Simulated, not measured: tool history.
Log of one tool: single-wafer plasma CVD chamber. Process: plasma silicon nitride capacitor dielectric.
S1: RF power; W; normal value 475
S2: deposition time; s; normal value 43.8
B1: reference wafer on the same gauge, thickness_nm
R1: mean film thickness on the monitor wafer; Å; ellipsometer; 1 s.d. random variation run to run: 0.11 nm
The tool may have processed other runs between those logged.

Run 1, day 0.000: usual settings; B1 57.021. Result: R1 599.85 Å.
Run 2, day 1.833: usual settings; B1 57.005. Result: R1 595.91 Å.
Run 3, day 2.442: usual settings; B1 57.011. Result: R1 595.85 Å.
Run 4, day 2.879: usual settings; B1 56.983. Result: R1 597.35 Å.
Run 5, day 3.442: usual settings; B1 56.988. Result: R1 594.51 Å.
Run 6, day 3.850: usual settings; B1 56.996. Result: R1 595.54 Å.
Run 7, day 4.396: usual settings; B1 57.007. Result: R1 595.66 Å.
At day 4.812: RF generator calibrated.
Run 8, day 5.071: usual settings; B1 56.986. Result: R1 619.40 Å.
Run 9, day 5.758: usual settings but S2 39.7 s; B1 57.001. Result: R1 559.78 Å.
Run 10, day 6.504: usual settings but S2 39.7 s; B1 56.994. Result: R1 559.07 Å.
Run 11, day 6.950: usual settings; B1 57.026. Result: R1 615.68 Å.
Run 12, day 7.642: usual settings; B1 56.979. Result: R1 617.09 Å.
Run 13, day 8.029: usual settings; B1 56.987. Result: R1 615.42 Å.
At day 8.196: gauge calibrated.
Run 14, day 8.883: usual settings but S1 555 W, S2 38.2 s; B1 56.986. Result: R1 569.91 Å.
Run 15, day 9.179: usual settings but S1 505 W, S2 48.5 s; B1 57.008. Result: R1 697.96 Å.
Run 16, day 9.612: usual settings but S1 550 W, S2 40.7 s; B1 57.005. Result: R1 604.48 Å.
Run 17, day 9.904: usual settings but S1 450 W, S2 37.3 s; B1 57.008. Result: R1 514.48 Å.
At day 10.250: showerhead replaced.
Run 18, day 10.275: usual settings; B1 57.006. Result: R1 615.16 Å.
Run 19, day 10.917: usual settings but S1 425 W, S2 47.5 s; B1 56.985. Result: R1 637.85 Å.
Run 20, day 11.562: usual settings but S1 445 W, S2 35.3 s; B1 56.988. Result: R1 481.79 Å.
Run 21, day 12.200: usual settings; B1 57.001. Result: R1 613.93 Å.
Run 22, day 12.767: usual settings but S1 520 W, S2 36.0 s; B1 56.997. Result: R1 523.53 Å.
Run 23, day 13.200: usual settings but S2 39.7 s; B1 57.000. Result: R1 557.82 Å.
Run 24, day 13.896: usual settings but S1 430 W, S2 40.7 s; B1 57.002. Result: R1 550.33 Å.

Predict each of these 5 candidate next runs independently; none follows another, all start after run 24:
Run A, day 13.912: usual settings but S1 410 W; B1 ?. Result: R1 ?.
Run B, day 13.912: usual settings but S1 450 W, S2 51.5 s; B1 ?. Result: R1 ?.
Run C, day 13.912: usual settings but S1 385 W, S2 40.0 s; B1 ?. Result: R1 ?.
Run D, day 13.912: usual settings but S1 545 W, S2 37.1 s; B1 ?. Result: R1 ?.
Run E, day 13.912: usual settings but S2 50.8 s; B1 ?. Result: R1 ?.

run      B1      R1
  A  57.005  578.85
  B  57.005  706.23
  C  57.005  515.25
  D  57.005  547.26
  E  57.005  711.40
With the hidden condition removed and each run's random variation left untouched, the same runs would have given:
run      R1
  A  582.96
  B  711.25
  C  518.90
  D  551.15
  E  716.45
